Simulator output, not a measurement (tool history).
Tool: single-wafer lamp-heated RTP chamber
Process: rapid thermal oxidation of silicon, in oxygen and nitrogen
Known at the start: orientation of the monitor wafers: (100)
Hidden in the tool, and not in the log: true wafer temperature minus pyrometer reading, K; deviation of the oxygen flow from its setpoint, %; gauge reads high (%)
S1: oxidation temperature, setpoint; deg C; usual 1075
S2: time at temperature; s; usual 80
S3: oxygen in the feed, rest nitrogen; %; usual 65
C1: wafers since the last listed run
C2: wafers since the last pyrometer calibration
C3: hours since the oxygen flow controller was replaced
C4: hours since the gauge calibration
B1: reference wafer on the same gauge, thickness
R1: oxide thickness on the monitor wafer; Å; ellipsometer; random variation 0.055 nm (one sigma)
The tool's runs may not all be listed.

run,hour,S1,S2,S3,C1,C2,C3,C4,B1,R1
1,0.0,1075,80,65,0,184,3556.2,736.2,8.495,96.02
# hour 3.7: gauge calibrated
2,43.8,1075,80,65,234,418,3600.0,40.1,8.501,95.64
3,106.6,1075,80,65,336,755,3662.8,102.9,8.499,96.98
4,174.5,1075,80,65,363,1118,3730.7,170.8,8.498,96.93
5,235.3,1075,80,65,325,1444,3791.5,231.6,8.503,98.05
6,265.0,1075,71,65,159,1603,3821.2,261.3,8.500,92.10
7,333.4,1075,71,65,366,1969,3889.6,329.7,8.494,93.73
8,375.6,1075,71,65,225,2195,3931.8,371.9,8.488,94.56
9,406.0,1058,80,65,162,2358,3962.2,402.3,8.497,88.57
10,457.0,1075,80,65,273,2631,4013.2,453.3,8.489,99.70
# hour 477.6: oxygen flow controller replaced
11,505.5,1093,93,65,216,2848,27.9,501.8,8.500,121.22
12,572.7,1061,108,41,359,3208,95.1,569.0,8.486,88.67
13,630.4,1075,47,88,308,3517,152.8,626.7,8.507,88.17
# hour 645.4: pyrometer window cleaned and pyrometer calibrated
14,691.6,1075,80,54,284,247,214.0,687.9,8.496,88.81
15,760.3,1075,80,65,367,615,282.7,756.6,8.489,96.33
16,822.9,1054,80,65,335,950,345.3,819.2,8.497,84.16
# hour 856.4: gauge calibrated
17,886.9,1075,71,65,342,1293,409.3,30.5,8.508,92.14
18,921.5,1053,80,81,185,1478,443.9,65.1,8.490,91.63
19,972.1,1087,47,91,270,1749,494.5,115.7,8.505,94.06
20,1027.6,1059,80,73,297,2046,550.0,171.2,8.509,92.03
21,1080.8,1058,53,65,284,2331,603.2,224.4,8.507,73.00

Hidden state at the last listed run before each entry between runs and at the first one after, where it differs:
Between runs 1 and 2: gauge calibrated (hour 3.7)
  true wafer temperature minus pyrometer reading, K: 1.28 -> 1.84
  measured less the result without the state, R1: +0.81 -> +1.15 Å
Between runs 10 and 11: oxygen flow controller replaced (hour 477.6)
  true wafer temperature minus pyrometer reading, K: 7.11 -> 7.73
  measured less the result without the state, R1: +4.54 -> +5.80 Å
Between runs 13 and 14: pyrometer window cleaned and pyrometer calibrated (hour 645.4)
  true wafer temperature minus pyrometer reading, K: 9.32 -> 0.703
  measured less the result without the state, R1: +5.21 -> +0.41 Å
Between runs 16 and 17: gauge calibrated (hour 856.4)
  true wafer temperature minus pyrometer reading, K: 2.38 -> 3.19
  measured less the result without the state, R1: +1.35 -> +1.91 Å
